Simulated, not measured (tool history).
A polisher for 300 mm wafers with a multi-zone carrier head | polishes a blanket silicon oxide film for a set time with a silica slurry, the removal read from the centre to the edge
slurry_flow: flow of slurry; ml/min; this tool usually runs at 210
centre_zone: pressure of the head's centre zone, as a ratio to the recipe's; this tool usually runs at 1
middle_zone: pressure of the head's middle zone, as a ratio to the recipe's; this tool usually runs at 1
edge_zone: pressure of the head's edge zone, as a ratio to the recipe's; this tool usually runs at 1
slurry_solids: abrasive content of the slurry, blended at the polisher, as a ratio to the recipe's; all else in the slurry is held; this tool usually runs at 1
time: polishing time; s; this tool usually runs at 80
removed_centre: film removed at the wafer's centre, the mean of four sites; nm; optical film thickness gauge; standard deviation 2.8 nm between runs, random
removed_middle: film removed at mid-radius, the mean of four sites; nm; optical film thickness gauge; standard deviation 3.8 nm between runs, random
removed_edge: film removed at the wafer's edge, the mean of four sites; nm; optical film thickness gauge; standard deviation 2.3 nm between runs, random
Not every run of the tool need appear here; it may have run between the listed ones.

| run | hour | slurry_flow | centre_zone | middle_zone | edge_zone | slurry_solids | time | incoming thickness of the incoming film, nm | removed_centre | removed_middle | removed_edge |
|---|---|---|---|---|---|---|---|---|---|---|---|
| 1 | 0 | 210 | 1.09 | 1 | 1 | 1 | 80 | 1736.9 | 247.1 | 241.2 | 242.8 |
| 2 | 25.8 | 210 | 1.09 | 1 | 1 | 1 | 80 | 1740.4 | 247.4 | 241.2 | 242.7 |
| 3 | 41.1 | 210 | 1.09 | 1 | 1 | 1 | 80 | 1686.6 | 246.9 | 241.1 | 236.9 |
| 4 | 72 | 210 | 1 | 1 | 1 | 1 | 80 | 1755.4 | 231.1 | 238 | 237 |
|  | 107.9 | worn pad replaced by a new one |
| 5 | 108.4 | 210 | 1 | 1 | 1 | 1 | 80 | 1730.8 | 227.7 | 231.7 | 240.3 |
| 6 | 131.4 | 210 | 1 | 1 | 1 | 1 | 80 | 1710.1 | 221.9 | 237.9 | 238.4 |
| 7 | 143.7 | 210 | 1 | 1 | 1 | 1 | 80 | 1737.5 | 226.6 | 242.9 | 235 |
| 8 | 158.8 | 210 | 1 | 1 | 1 | 1 | 80 | 1721.6 | 228.9 | 237.2 | 233.9 |
| 9 | 174.7 | 210 | 1 | 1 | 1.05 | 1.15 | 80 | 1720.1 | 239.1 | 242.2 | 256.8 |
|  | 199.9 | slurry nozzle cleaned |
| 10 | 200.4 | 210 | 1 | 0.89 | 1 | 1 | 80 | 1698.3 | 239.4 | 233.7 | 251.8 |
|  | 240.6 | worn pad replaced by a new one |
|  | 241.6 | edge zone pressure recalibrated |
| 11 | 276 | 230 | 0.89 | 1 | 1 | 1 | 80 | 1700.9 | 221.8 | 263.7 | 252.8 |
|  | 293 | carrier head's membrane replaced by a new one |
| 12 | 303.4 | 210 | 1 | 1 | 1 | 1 | 80 | 1695.8 | 239.5 | 247.6 | 248.5 |
| 13 | 319.3 | 210 | 1 | 1 | 1 | 1 | 80 | 1731.1 | 241.8 | 247.1 | 250.1 |
|  | 335.7 | centre zone pressure recalibrated |
| 14 | 338.1 | 155 | 0.94 | 1 | 0.88 | 1 | 80 | 1717.2 | 217.3 | 242 | 229.9 |
| 15 | 359.9 | 210 | 1 | 0.91 | 1 | 1 | 80 | 1728.9 | 241.8 | 228.9 | 246.7 |
|  | 384.9 | worn pad replaced by a new one |
| 16 | 422.4 | 210 | 1 | 1 | 1 | 1 | 80 | 1729.4 | 240.5 | 244.6 | 246.6 |
| 17 | 436.8 | 155 | 1 | 1 | 0.97 | 1 | 80 | 1689.9 | 231.4 | 243.9 | 237.3 |
| 18 | 454.6 | 210 | 1 | 1.04 | 1 | 1.2 | 80 | 1702.2 | 258.2 | 278.2 | 265.8 |
| 19 | 472.3 | 210 | 1 | 1 | 1 | 1 | 80 | 1736.4 | 239.4 | 252.9 | 246.5 |
| 20 | 494.2 | 210 | 1 | 0.94 | 1 | 1 | 80 | 1731.7 | 239.6 | 235.1 | 245.8 |
| 21 | 510.4 | 270 | 0.92 | 0.91 | 1.05 | 1 | 80 | 1716.4 | 230.9 | 234 | 261 |
|  | 540.3 | worn pad replaced by a new one |
| 22 | 542.6 | 235 | 0.9 | 1 | 0.95 | 1 | 80 | 1704.5 | 218.3 | 257 | 241.3 |

Each row is a separate what-if for the run after 22, all from the same tool condition, not one after another. Results?
| A | 543 | 210 | 1 | 1 | 1 | 1 | 80 | 1709.1 | ? | ? | ? |
| B | 543 | 210 | 1 | 1 | 1 | 1.25 | 80 | 1709.1 | ? | ? | ? |
| C | 543 | 210 | 1 | 1 | 1.07 | 1.25 | 80 | 1709.1 | ? | ? | ? |

| run | removed_centre | removed_middle | removed_edge |
|---|---|---|---|
| A | 235.8 | 246.6 | 244.7 |
| B | 257.7 | 269.5 | 267.4 |
| C | 257.7 | 269.5 | 274.5 |
With the hidden condition removed and each run's random variation left untouched, the same runs would have given:
| run | removed_centre | removed_middle | removed_edge |
|---|---|---|---|
| A | 242.1 | 252.5 | 248.9 |
| B | 264.5 | 275.8 | 272 |
| C | 264.5 | 275.8 | 279.3 |
